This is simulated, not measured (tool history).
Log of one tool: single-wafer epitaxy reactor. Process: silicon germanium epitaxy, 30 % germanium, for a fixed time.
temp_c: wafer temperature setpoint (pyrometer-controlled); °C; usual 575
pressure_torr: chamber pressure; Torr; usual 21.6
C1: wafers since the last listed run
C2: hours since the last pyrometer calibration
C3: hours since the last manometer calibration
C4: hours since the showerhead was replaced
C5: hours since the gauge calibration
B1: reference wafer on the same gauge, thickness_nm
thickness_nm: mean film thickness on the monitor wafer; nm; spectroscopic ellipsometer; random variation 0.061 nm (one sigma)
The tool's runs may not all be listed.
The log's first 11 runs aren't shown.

{"run": 12, "day": 11.375, "temp_c": 587, "pressure_torr": 19.2, "C1": 404, "C2": 1895.7, "C3": 140.2, "C4": 6265.7, "C5": 692.6, "B1": 45.998, "thickness_nm": 47.636}
{"run": 13, "day": 11.988, "temp_c": 587, "pressure_torr": 19.2, "C1": 292, "C2": 1910.4, "C3": 154.9, "C4": 6280.4, "C5": 707.3, "B1": 45.986, "thickness_nm": 47.839}
{"run": 14, "day": 12.7, "temp_c": 587, "pressure_torr": 19.2, "C1": 340, "C2": 1927.5, "C3": 172, "C4": 6297.5, "C5": 724.4, "B1": 46, "thickness_nm": 47.731}
{"run": 15, "day": 14.196, "temp_c": 587, "pressure_torr": 21.6, "C1": 715, "C2": 1963.4, "C3": 207.9, "C4": 6333.4, "C5": 760.3, "B1": 45.992, "thickness_nm": 48.945}
{"day": 14.454, "done": "gauge calibrated"}
{"run": 16, "day": 15.367, "temp_c": 575, "pressure_torr": 21.6, "C1": 559, "C2": 1991.5, "C3": 236, "C4": 6361.5, "C5": 21.9, "B1": 46.001, "thickness_nm": 39.884}
{"run": 17, "day": 15.921, "temp_c": 575, "pressure_torr": 21.6, "C1": 264, "C2": 2004.8, "C3": 249.3, "C4": 6374.8, "C5": 35.2, "B1": 46.001, "thickness_nm": 39.837}
{"run": 18, "day": 16.608, "temp_c": 565, "pressure_torr": 19.5, "C1": 328, "C2": 2021.3, "C3": 265.8, "C4": 6391.3, "C5": 51.7, "B1": 45.988, "thickness_nm": 32.865}
{"run": 19, "day": 17.562, "temp_c": 568, "pressure_torr": 19.4, "C1": 456, "C2": 2044.2, "C3": 288.7, "C4": 6414.2, "C5": 74.6, "B1": 46.005, "thickness_nm": 34.624}
{"run": 20, "day": 19.029, "temp_c": 569, "pressure_torr": 21.6, "C1": 701, "C2": 2079.4, "C3": 323.9, "C4": 6449.4, "C5": 109.8, "B1": 45.996, "thickness_nm": 35.93}
{"run": 21, "day": 21.342, "temp_c": 575, "pressure_torr": 21.6, "C1": 1105, "C2": 2134.9, "C3": 379.4, "C4": 6504.9, "C5": 165.3, "B1": 45.983, "thickness_nm": 39.723}
{"run": 22, "day": 22.267, "temp_c": 585, "pressure_torr": 24.2, "C1": 442, "C2": 2157.1, "C3": 401.6, "C4": 6527.1, "C5": 187.5, "B1": 46.002, "thickness_nm": 48.152}
{"day": 23.375, "done": "pyrometer calibrated"}
{"run": 23, "day": 23.396, "temp_c": 575, "pressure_torr": 21.6, "C1": 380, "C2": 0.5, "C3": 428.7, "C4": 6554.2, "C5": 214.6, "B1": 46.02, "thickness_nm": 40.288}
{"day": 23.779, "done": "showerhead replaced"}
{"run": 24, "day": 24.121, "temp_c": 562, "pressure_torr": 19.2, "C1": 187, "C2": 17.9, "C3": 446.1, "C4": 8.2, "C5": 232, "B1": 46.019, "thickness_nm": 31.378}
{"run": 25, "day": 24.942, "temp_c": 568, "pressure_torr": 23.9, "C1": 392, "C2": 37.6, "C3": 465.8, "C4": 27.9, "C5": 251.7, "B1": 45.989, "thickness_nm": 36.468}
{"run": 26, "day": 25.696, "temp_c": 580, "pressure_torr": 24.8, "C1": 360, "C2": 55.7, "C3": 483.9, "C4": 46, "C5": 269.8, "B1": 45.989, "thickness_nm": 45.149}
{"run": 27, "day": 27.117, "temp_c": 575, "pressure_torr": 21.6, "C1": 679, "C2": 89.8, "C3": 518, "C4": 80.1, "C5": 303.9, "B1": 45.992, "thickness_nm": 40.156}
{"run": 28, "day": 27.683, "temp_c": 565, "pressure_torr": 16.9, "C1": 270, "C2": 103.4, "C3": 531.6, "C4": 93.7, "C5": 317.5, "B1": 46.024, "thickness_nm": 32.154}
{"run": 29, "day": 28.746, "temp_c": 575, "pressure_torr": 21.6, "C1": 507, "C2": 128.9, "C3": 557.1, "C4": 119.2, "C5": 343, "B1": 45.995, "thickness_nm": 40.201}
{"run": 30, "day": 30.242, "temp_c": 575, "pressure_torr": 21.6, "C1": 715, "C2": 164.8, "C3": 593, "C4": 155.1, "C5": 378.9, "B1": 45.988, "thickness_nm": 40.117}
{"run": 31, "day": 31.046, "temp_c": 586, "pressure_torr": 25.4, "C1": 384, "C2": 184.1, "C3": 612.3, "C4": 174.4, "C5": 398.2, "B1": 46.008, "thickness_nm": 50.02}
{"run": 32, "day": 31.796, "temp_c": 560, "pressure_torr": 19.3, "C1": 358, "C2": 202.1, "C3": 630.3, "C4": 192.4, "C5": 416.2, "B1": 45.993, "thickness_nm": 30.255}
{"run": 33, "day": 32.454, "temp_c": 568, "pressure_torr": 25.3, "C1": 314, "C2": 217.9, "C3": 646.1, "C4": 208.2, "C5": 432, "B1": 45.985, "thickness_nm": 36.823}
{"run": 34, "day": 33.096, "temp_c": 575, "pressure_torr": 21.6, "C1": 306, "C2": 233.3, "C3": 661.5, "C4": 223.6, "C5": 447.4, "B1": 45.992, "thickness_nm": 40.084}
{"run": 35, "day": 33.717, "temp_c": 582, "pressure_torr": 26.1, "C1": 296, "C2": 248.2, "C3": 676.4, "C4": 238.5, "C5": 462.3, "B1": 46.011, "thickness_nm": 47.125}

Forecast each of these 4 alternatives for the next run:
{"run": "A", "day": 33.733, "temp_c": 589, "pressure_torr": 21.6, "C1": 7, "C2": 248.6, "C3": 676.8, "C4": 238.9, "C5": 462.7, "B1": "?", "thickness_nm": "?"}
{"run": "B", "day": 33.733, "temp_c": 563, "pressure_torr": 23, "C1": 7, "C2": 248.6, "C3": 676.8, "C4": 238.9, "C5": 462.7, "B1": "?", "thickness_nm": "?"}
{"run": "C", "day": 33.733, "temp_c": 565, "pressure_torr": 23.6, "C1": 7, "C2": 248.6, "C3": 676.8, "C4": 238.9, "C5": 462.7, "B1": "?", "thickness_nm": "?"}
{"run": "D", "day": 33.733, "temp_c": 570, "pressure_torr": 25, "C1": 7, "C2": 248.6, "C3": 676.8, "C4": 238.9, "C5": 462.7, "B1": "?", "thickness_nm": "?"}

run=A B1=46.013 thickness_nm=50.72
run=B B1=46.013 thickness_nm=33.046
run=C B1=46.013 thickness_nm=34.413
run=D B1=46.013 thickness_nm=38.014
Without the tool's hidden state the same runs would have given:
run=A thickness_nm=51.116
run=B thickness_nm=33.302
run=C thickness_nm=34.681
run=D thickness_nm=38.31
